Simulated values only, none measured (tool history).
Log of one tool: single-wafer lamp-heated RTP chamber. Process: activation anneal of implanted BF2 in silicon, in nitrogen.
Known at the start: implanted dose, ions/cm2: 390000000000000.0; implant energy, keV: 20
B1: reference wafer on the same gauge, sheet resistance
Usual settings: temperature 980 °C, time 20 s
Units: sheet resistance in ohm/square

{"run": 1, "hour": 0.0, "temperature": 980, "time": 20, "B1": 325.74, "sheet resistance": 293.1}
{"run": 2, "hour": 31.5, "temperature": 980, "time": 20, "B1": 325.95, "sheet resistance": 291.38}
{"run": 3, "hour": 59.1, "temperature": 974, "time": 25, "B1": 325.52, "sheet resistance": 294.37}
{"run": 4, "hour": 91.0, "temperature": 974, "time": 25, "B1": 326.37, "sheet resistance": 292.91}
{"run": 5, "hour": 119.8, "temperature": 980, "time": 20, "B1": 325.38, "sheet resistance": 291.74}
{"run": 6, "hour": 143.2, "temperature": 980, "time": 20, "B1": 326.36, "sheet resistance": 291.72}
{"run": 7, "hour": 165.7, "temperature": 980, "time": 20, "B1": 326.71, "sheet resistance": 291.45}
{"run": 8, "hour": 198.0, "temperature": 980, "time": 11, "B1": 326.2, "sheet resistance": 294.62}
{"run": 9, "hour": 212.4, "temperature": 980, "time": 11, "B1": 325.49, "sheet resistance": 294.77}
{"run": 10, "hour": 245.7, "temperature": 980, "time": 11, "B1": 325.99, "sheet resistance": 295.08}
{"run": 11, "hour": 268.2, "temperature": 980, "time": 29, "B1": 326.37, "sheet resistance": 285.33}
{"run": 12, "hour": 302.9, "temperature": 980, "time": 29, "B1": 326.37, "sheet resistance": 287.69}
{"run": 13, "hour": 322.4, "temperature": 980, "time": 20, "B1": 326.39, "sheet resistance": 290.4}
{"run": 14, "hour": 339.1, "temperature": 980, "time": 20, "B1": 326.04, "sheet resistance": 289.21}
{"run": 15, "hour": 357.7, "temperature": 980, "time": 20, "B1": 326.27, "sheet resistance": 289.54}
{"run": 16, "hour": 380.7, "temperature": 980, "time": 20, "B1": 326.2, "sheet resistance": 290.52}
{"hour": 392.8, "done": "gauge calibrated"}
{"run": 17, "hour": 400.0, "temperature": 980, "time": 20, "B1": 326.13, "sheet resistance": 287.37}
{"run": 18, "hour": 418.3, "temperature": 980, "time": 20, "B1": 325.87, "sheet resistance": 287.18}
{"run": 19, "hour": 452.6, "temperature": 980, "time": 20, "B1": 326.21, "sheet resistance": 290.05}
{"run": 20, "hour": 473.0, "temperature": 1005, "time": 9, "B1": 325.97, "sheet resistance": 285.51}
{"hour": 497.7, "done": "reflector plate cleaned"}
{"run": 21, "hour": 498.2, "temperature": 1008, "time": 13, "B1": 325.25, "sheet resistance": 285.71}
{"run": 22, "hour": 518.9, "temperature": 1000, "time": 16, "B1": 326.78, "sheet resistance": 286.84}
{"run": 23, "hour": 548.8, "temperature": 971, "time": 15, "B1": 325.79, "sheet resistance": 302.01}
{"run": 24, "hour": 578.8, "temperature": 998, "time": 16, "B1": 326.2, "sheet resistance": 286.17}
{"run": 25, "hour": 634.5, "temperature": 970, "time": 30, "B1": 326.36, "sheet resistance": 296.16}
{"run": 26, "hour": 648.3, "temperature": 980, "time": 20, "B1": 326.21, "sheet resistance": 293.11}
{"run": 27, "hour": 698.1, "temperature": 980, "time": 20, "B1": 326.67, "sheet resistance": 291.73}
{"hour": 709.8, "done": "pyrometer window cleaned and pyrometer calibrated"}
{"run": 28, "hour": 718.1, "temperature": 980, "time": 20, "B1": 326.32, "sheet resistance": 293.82}

Run 29 comes next. What will it give?
{"run": 29, "hour": 748.8, "temperature": 980, "time": 20, "B1": "?", "sheet resistance": "?"}

Run 29 gave B1 326.57, sheet resistance 293.41 ohm/square.
Without the tool's hidden state the same run would have given sheet resistance 294.3 ohm/square.
